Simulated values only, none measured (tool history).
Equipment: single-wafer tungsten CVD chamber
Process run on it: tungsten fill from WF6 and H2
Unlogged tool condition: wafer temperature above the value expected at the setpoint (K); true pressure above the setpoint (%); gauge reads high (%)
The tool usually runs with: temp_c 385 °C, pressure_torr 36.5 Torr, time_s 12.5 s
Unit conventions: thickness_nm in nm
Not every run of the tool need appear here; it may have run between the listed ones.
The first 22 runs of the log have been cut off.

run	day	temp_c	pressure_torr	time_s	wafers since the last listed run	hours since the last thermocouple change	hours since the last manometer calibration	hours since the showerhead was replaced	hours since the gauge calibration	read-back reference wafer on the same gauge, thickness_nm	thickness_nm
# day 21.954: thermocouple changed; heater temperature recalibrated
23	21.975	373	45.1	12.5	681	0.5	1718.7	189.2	324.3	25.156	25.313
24	23.233	385	36.5	12.5	776	30.7	1748.9	219.4	354.5	25.127	27.613
25	23.975	395	30.4	10.6	457	48.5	1766.7	237.2	372.3	25.111	24.300
26	25.208	379	30.9	10.7	760	78.1	1796.3	266.8	401.9	25.074	18.955
27	25.775	373	36.5	14.4	349	91.7	1809.9	280.4	415.5	25.075	25.502
# day 26.242: capacitance manometer re-zeroed and calibrated
28	27.025	385	36.5	14.0	565	121.7	18.8	310.4	445.5	25.036	30.839
29	27.571	385	43.3	14.7	336	134.8	31.9	323.5	458.6	25.011	36.036
30	28.812	385	28.6	13.6	765	164.6	61.7	353.3	488.4	24.989	25.103
31	29.704	385	36.5	12.5	550	186.0	83.1	374.7	509.8	24.959	27.260
32	34.050	395	36.5	12.5	2680	290.3	187.4	479.0	614.1	24.827	32.253
# day 34.454: gauge calibrated
33	34.817	393	36.5	11.4	472	308.7	205.8	497.4	8.7	25.177	28.736
34	36.142	385	36.5	12.5	817	340.5	237.6	529.2	40.5	25.165	27.553

Predict each of these 4 candidate next runs independently; none follows another, all start after run 34:
A	36.158	385	36.5	14.9	10	340.9	238.0	529.6	40.9	?	?
B	36.158	399	36.5	12.5	10	340.9	238.0	529.6	40.9	?	?
C	36.158	390	36.5	12.5	10	340.9	238.0	529.6	40.9	?	?
D	36.158	392	36.5	10.8	10	340.9	238.0	529.6	40.9	?	?

run	read-back reference wafer on the same gauge, thickness_nm	thickness_nm
A	25.180	32.995
B	25.180	35.046
C	25.180	30.164
D	25.180	26.943
With the hidden condition removed and each run's random variation left untouched, the same runs would have given:
run	thickness_nm
A	33.157
B	35.219
C	30.313
D	27.076
